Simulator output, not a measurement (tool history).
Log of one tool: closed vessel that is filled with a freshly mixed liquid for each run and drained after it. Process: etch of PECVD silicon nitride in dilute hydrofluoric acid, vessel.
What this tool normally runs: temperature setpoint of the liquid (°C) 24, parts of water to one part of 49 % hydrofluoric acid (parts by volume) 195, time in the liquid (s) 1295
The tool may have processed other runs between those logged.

| run | day | temperature setpoint of the liquid (°C) | parts of water to one part of 49 % hydrofluoric acid (parts by volume) | time in the liquid (s) | wafers since the last listed run | hours since the thermometer was replaced | hours since the hydrofluoric acid flow meter was replaced | hours since the gauge calibration | read-back film thickness of the PECVD silicon nitride reference wafer, read on the same gauge (nm) | thickness taken off the PECVD silicon nitride on a monitor wafer (Å) |
|---|---|---|---|---|---|---|---|---|---|---|
| 1 | 0 | 24 | 165 | 1295 | 0 | 625.6 | 967.8 | 263.2 | 140 | 239.9 |
| 2 | 0.688 | 24 | 255 | 1295 | 594 | 642.1 | 984.3 | 279.7 | 140.03 | 154.8 |
| 3 | 1.729 | 24 | 195 | 1295 | 900 | 667.1 | 1009.3 | 304.7 | 140.02 | 202.7 |
| 4 | 2.325 | 24 | 195 | 1295 | 515 | 681.4 | 1023.6 | 319 | 139.99 | 203.2 |
| 5 | 3.504 | 24 | 195 | 1295 | 1019 | 709.7 | 1051.9 | 347.3 | 140 | 205.9 |
| 6 | 5.4 | 24 | 195 | 1295 | 1638 | 755.2 | 1097.4 | 392.8 | 139.98 | 208.7 |
| 7 | 6.071 | 24 | 195 | 1295 | 579 | 771.3 | 1113.5 | 408.9 | 139.97 | 208.4 |
| 8 | 7.179 | 24 | 195 | 1295 | 958 | 797.9 | 1140.1 | 435.5 | 140.01 | 210.6 |
| 9 | 8.058 | 24 | 195 | 1295 | 760 | 819 | 1161.2 | 456.6 | 139.99 | 211.1 |
| 10 | 8.933 | 24 | 195 | 1295 | 756 | 840 | 1182.2 | 477.6 | 139.98 | 208.9 |
|  | 9.329 | thermometer replaced |
| 11 | 10.183 | 24 | 195 | 1295 | 1044 | 20.5 | 1212.2 | 507.6 | 139.96 | 188.4 |
| 12 | 11.346 | 27 | 285 | 630 | 1005 | 48.4 | 1240.1 | 535.5 | 139.96 | 76.6 |
| 13 | 12.417 | 27 | 195 | 1295 | 925 | 74.1 | 1265.8 | 561.2 | 140.02 | 231.3 |
|  | 13.408 | gauge calibrated |
| 14 | 13.871 | 28 | 230 | 1295 | 1257 | 109 | 1300.7 | 11.1 | 140.01 | 207.8 |
| 15 | 14.5 | 20.5 | 195 | 755 | 543 | 124.1 | 1315.8 | 26.2 | 140 | 89.5 |
| 16 | 15.675 | 20.5 | 275 | 1295 | 1015 | 152.3 | 1344 | 54.4 | 140.03 | 109.4 |
|  | 15.812 | hydrofluoric acid flow meter replaced |
| 17 | 16.912 | 24 | 160 | 1295 | 1033 | 182 | 26.4 | 84.1 | 139.99 | 212.3 |
| 18 | 18.117 | 24 | 195 | 1295 | 1041 | 210.9 | 55.3 | 113 | 139.99 | 174.9 |
| 19 | 18.708 | 26 | 195 | 1055 | 511 | 225.1 | 69.5 | 127.2 | 139.98 | 161 |
| 20 | 19.762 | 24 | 140 | 1935 | 911 | 250.4 | 94.8 | 152.5 | 140.05 | 365.2 |
| 21 | 21.1 | 24 | 195 | 1295 | 1156 | 282.5 | 126.9 | 184.6 | 139.99 | 179.2 |
| 22 | 21.604 | 24 | 150 | 1295 | 435 | 294.6 | 139 | 196.7 | 140 | 229.9 |

Consider 3 possible next runs. They are alternatives, not a sequence: every one starts from the tool as it was left by run 22. What does each give?
| A | 21.646 | 21.5 | 195 | 1295 | 36 | 295.6 | 140 | 197.7 | ? | ? |
| B | 21.646 | 22 | 195 | 560 | 36 | 295.6 | 140 | 197.7 | ? | ? |
| C | 21.646 | 24 | 195 | 1095 | 36 | 295.6 | 140 | 197.7 | ? | ? |

| run | read-back film thickness of the PECVD silicon nitride reference wafer, read on the same gauge (nm) | thickness taken off the PECVD silicon nitride on a monitor wafer (Å) |
|---|---|---|
| A | 140 | 151.1 |
| B | 140 | 67.5 |
| C | 140 | 149.8 |
Without the tool's hidden state the same runs would have given:
| run | thickness taken off the PECVD silicon nitride on a monitor wafer (Å) |
|---|---|
| A | 143.8 |
| B | 64.2 |
| C | 142.8 |

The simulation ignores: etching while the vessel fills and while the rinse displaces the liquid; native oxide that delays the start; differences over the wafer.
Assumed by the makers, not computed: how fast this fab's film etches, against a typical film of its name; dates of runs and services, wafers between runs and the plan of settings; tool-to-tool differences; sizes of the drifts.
